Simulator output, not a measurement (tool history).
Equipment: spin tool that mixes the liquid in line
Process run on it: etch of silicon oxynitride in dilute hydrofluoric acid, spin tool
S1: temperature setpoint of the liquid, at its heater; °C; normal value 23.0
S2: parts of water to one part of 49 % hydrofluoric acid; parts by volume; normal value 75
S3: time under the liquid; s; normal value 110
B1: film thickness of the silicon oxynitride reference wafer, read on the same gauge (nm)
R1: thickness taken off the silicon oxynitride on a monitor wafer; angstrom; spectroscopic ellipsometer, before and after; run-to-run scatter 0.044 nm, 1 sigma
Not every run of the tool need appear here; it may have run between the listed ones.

run	hour	S1	S2	S3	B1	R1
1	0.0	23.0	100	75	29.971	24.22
2	31.2	23.0	90	110	29.973	39.33
3	47.6	23.0	75	110	29.986	47.98
4	76.7	23.0	75	110	30.000	48.12
5	97.1	19.5	75	110	29.979	41.36
6	111.5	19.5	75	110	29.967	40.63
7	145.9	23.0	75	110	30.015	48.43
8	180.0	19.5	95	110	29.988	32.40
9	206.6	19.5	95	110	29.966	32.07
10	227.0	19.5	95	110	29.987	32.18
11	244.6	23.0	75	110	30.006	48.81
12	269.4	23.0	75	110	29.985	50.11
13	301.6	23.0	75	110	30.000	49.05
14	323.3	23.0	60	110	30.001	62.01
15	346.0	23.0	60	110	30.002	62.49
16	364.9	23.0	75	110	29.997	49.56
17	377.9	23.0	75	110	30.008	49.85
18	408.1	19.5	95	110	29.966	32.29
19	433.0	19.0	85	110	29.984	35.49
20	454.0	20.0	50	95	29.996	56.18
# hour 458.5: gauge calibrated
21	478.1	23.0	50	110	29.970	76.64
22	491.0	23.0	75	110	30.042	49.03
# hour 555.9: thermometer replaced
23	574.9	23.0	95	110	29.973	38.83
24	590.2	20.5	55	110	29.982	62.00
25	621.9	28.0	60	75	30.007	54.00
26	638.4	23.0	75	170	29.984	78.21
# hour 647.9: hydrofluoric acid flow meter replaced
27	662.4	23.0	45	160	30.010	109.87
28	688.4	25.0	110	110	29.951	32.44
29	702.6	25.5	55	140	30.000	86.98
30	726.4	23.0	75	110	29.976	45.17
31	759.6	23.0	35	130	30.060	118.48
32	790.9	28.0	35	110	29.996	125.91
33	811.0	23.0	75	110	29.960	44.64
34	830.5	25.0	75	55	30.005	24.74

What if the next run were any one of these 3? Each begins from the tool's condition after run 34:
A	830.9	27.5	75	110	?	?
B	830.9	21.0	75	165	?	?
C	830.9	21.5	75	75	?	?

run	B1	R1
A	29.989	55.05
B	29.989	60.47
C	29.989	28.17
With the hidden condition removed and each run's random variation left untouched, the same runs would have given:
run	R1
A	54.33
B	59.70
C	27.81
